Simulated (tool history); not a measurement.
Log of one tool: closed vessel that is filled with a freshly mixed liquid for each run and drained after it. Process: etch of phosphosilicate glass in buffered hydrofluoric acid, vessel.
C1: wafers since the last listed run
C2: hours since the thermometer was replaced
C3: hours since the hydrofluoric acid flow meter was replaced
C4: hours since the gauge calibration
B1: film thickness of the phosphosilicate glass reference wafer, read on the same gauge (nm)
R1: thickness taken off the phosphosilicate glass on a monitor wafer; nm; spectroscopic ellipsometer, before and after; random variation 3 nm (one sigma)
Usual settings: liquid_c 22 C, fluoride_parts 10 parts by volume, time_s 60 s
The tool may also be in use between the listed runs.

{"run": 1, "day": 0.0, "liquid_c": 19, "fluoride_parts": 10, "time_s": 60, "C1": 0, "C2": 37.9, "C3": 288.1, "C4": 678.6, "B1": 38.43, "R1": 259.74}
{"run": 2, "day": 1.529, "liquid_c": 19, "fluoride_parts": 10, "time_s": 60, "C1": 4855, "C2": 74.6, "C3": 324.8, "C4": 715.3, "B1": 38.42, "R1": 261.76}
{"run": 3, "day": 3.892, "liquid_c": 19, "fluoride_parts": 10, "time_s": 60, "C1": 7501, "C2": 131.3, "C3": 381.5, "C4": 772, "B1": 38.35, "R1": 260.51}
{"run": 4, "day": 6.725, "liquid_c": 22, "fluoride_parts": 10, "time_s": 60, "C1": 8996, "C2": 199.3, "C3": 449.5, "C4": 840, "B1": 38.32, "R1": 304.31}
{"run": 5, "day": 8.454, "liquid_c": 22, "fluoride_parts": 13, "time_s": 60, "C1": 5490, "C2": 240.8, "C3": 491, "C4": 881.5, "B1": 38.29, "R1": 236.15}
{"run": 6, "day": 10.417, "liquid_c": 23, "fluoride_parts": 10, "time_s": 60, "C1": 6231, "C2": 287.9, "C3": 538.1, "C4": 928.6, "B1": 38.31, "R1": 323.31}
{"run": 7, "day": 11.625, "liquid_c": 22, "fluoride_parts": 10, "time_s": 60, "C1": 3836, "C2": 316.9, "C3": 567.1, "C4": 957.6, "B1": 38.3, "R1": 308.99}
{"run": 8, "day": 13.562, "liquid_c": 22, "fluoride_parts": 10, "time_s": 60, "C1": 6152, "C2": 363.4, "C3": 613.6, "C4": 1004.1, "B1": 38.27, "R1": 299.73}
{"run": 9, "day": 15.3, "liquid_c": 22, "fluoride_parts": 10, "time_s": 60, "C1": 5517, "C2": 405.1, "C3": 655.3, "C4": 1045.8, "B1": 38.26, "R1": 304.6}
{"run": 10, "day": 17.025, "liquid_c": 22, "fluoride_parts": 10, "time_s": 35, "C1": 5477, "C2": 446.5, "C3": 696.7, "C4": 1087.2, "B1": 38.24, "R1": 174.72}
{"run": 11, "day": 18.488, "liquid_c": 22, "fluoride_parts": 10, "time_s": 35, "C1": 4643, "C2": 481.6, "C3": 731.8, "C4": 1122.3, "B1": 38.22, "R1": 177.32}
{"run": 12, "day": 20.283, "liquid_c": 22, "fluoride_parts": 10, "time_s": 60, "C1": 5702, "C2": 524.7, "C3": 774.9, "C4": 1165.4, "B1": 38.22, "R1": 304.66}
{"day": 20.467, "done": "gauge calibrated"}
{"run": 13, "day": 21.367, "liquid_c": 22, "fluoride_parts": 10, "time_s": 60, "C1": 3439, "C2": 550.7, "C3": 800.9, "C4": 21.6, "B1": 40.03, "R1": 320.02}
{"run": 14, "day": 24.133, "liquid_c": 22, "fluoride_parts": 8.5, "time_s": 60, "C1": 8785, "C2": 617.1, "C3": 867.3, "C4": 88, "B1": 39.75, "R1": 357.16}
{"run": 15, "day": 26.812, "liquid_c": 22, "fluoride_parts": 10, "time_s": 60, "C1": 8507, "C2": 681.4, "C3": 931.6, "C4": 152.3, "B1": 39.48, "R1": 311.66}
{"run": 16, "day": 28.65, "liquid_c": 19, "fluoride_parts": 10, "time_s": 60, "C1": 5834, "C2": 725.5, "C3": 975.7, "C4": 196.4, "B1": 39.32, "R1": 269.36}
{"run": 17, "day": 30.262, "liquid_c": 20, "fluoride_parts": 10, "time_s": 45, "C1": 5120, "C2": 764.2, "C3": 1014.4, "C4": 235.1, "B1": 39.26, "R1": 213.27}
{"run": 18, "day": 31.667, "liquid_c": 22, "fluoride_parts": 10, "time_s": 60, "C1": 4458, "C2": 797.9, "C3": 1048.1, "C4": 268.8, "B1": 39.14, "R1": 314.68}
{"day": 32.171, "done": "hydrofluoric acid flow meter replaced"}
{"run": 19, "day": 33.746, "liquid_c": 24, "fluoride_parts": 7.5, "time_s": 75, "C1": 6469, "C2": 847.8, "C3": 37.8, "C4": 318.7, "B1": 39.01, "R1": 572.78}
{"run": 20, "day": 35.979, "liquid_c": 25.5, "fluoride_parts": 9, "time_s": 60, "C1": 7091, "C2": 901.4, "C3": 91.4, "C4": 372.3, "B1": 38.91, "R1": 400.07}
{"day": 42.954, "done": "thermometer replaced"}
{"run": 21, "day": 44.125, "liquid_c": 18, "fluoride_parts": 10, "time_s": 60, "C1": 25733, "C2": 28.1, "C3": 286.9, "C4": 567.8, "B1": 38.65, "R1": 249.47}
{"run": 22, "day": 45.188, "liquid_c": 22, "fluoride_parts": 8.5, "time_s": 85, "C1": 3373, "C2": 53.6, "C3": 312.4, "C4": 593.3, "B1": 38.6, "R1": 497.69}
{"run": 23, "day": 47.629, "liquid_c": 20, "fluoride_parts": 10, "time_s": 60, "C1": 7753, "C2": 112.2, "C3": 371, "C4": 651.9, "B1": 38.54, "R1": 275.22}
{"run": 24, "day": 50.492, "liquid_c": 18.5, "fluoride_parts": 11.5, "time_s": 60, "C1": 9089, "C2": 180.9, "C3": 439.7, "C4": 720.6, "B1": 38.48, "R1": 220.36}
{"run": 25, "day": 52.721, "liquid_c": 17.5, "fluoride_parts": 7.5, "time_s": 60, "C1": 7078, "C2": 234.4, "C3": 493.2, "C4": 774.1, "B1": 38.45, "R1": 308.83}
{"run": 26, "day": 55.133, "liquid_c": 22, "fluoride_parts": 12, "time_s": 60, "C1": 7660, "C2": 292.3, "C3": 551.1, "C4": 832, "B1": 38.42, "R1": 257.6}
{"run": 27, "day": 57.8, "liquid_c": 22, "fluoride_parts": 10, "time_s": 60, "C1": 8467, "C2": 356.3, "C3": 615.1, "C4": 896, "B1": 38.37, "R1": 311.29}

What the log doesn't show, run by run:
liquid colder than its thermometer reads (K): 0 in every run
hydrofluoric acid flow above the setpoint (%): 0 in every run
H1: gauge reads high (%)
run=1 H1=-3.88
run=2 H1=-3.96
run=3 H1=-4.06
run=4 H1=-4.16
run=5 H1=-4.22
run=6 H1=-4.27
run=7 H1=-4.3
run=8 H1=-4.35
run=9 H1=-4.38
run=10 H1=-4.41
run=11 H1=-4.44
run=12 H1=-4.46
run=13 H1=0.021
run=14 H1=-0.706
run=15 H1=-1.3
run=16 H1=-1.65
run=17 H1=-1.93
run=18 H1=-2.15
run=19 H1=-2.44
run=20 H1=-2.71
run=21 H1=-3.43
run=22 H1=-3.5
run=23 H1=-3.65
run=24 H1=-3.79
run=25 H1=-3.88
run=26 H1=-3.97
run=27 H1=-4.05
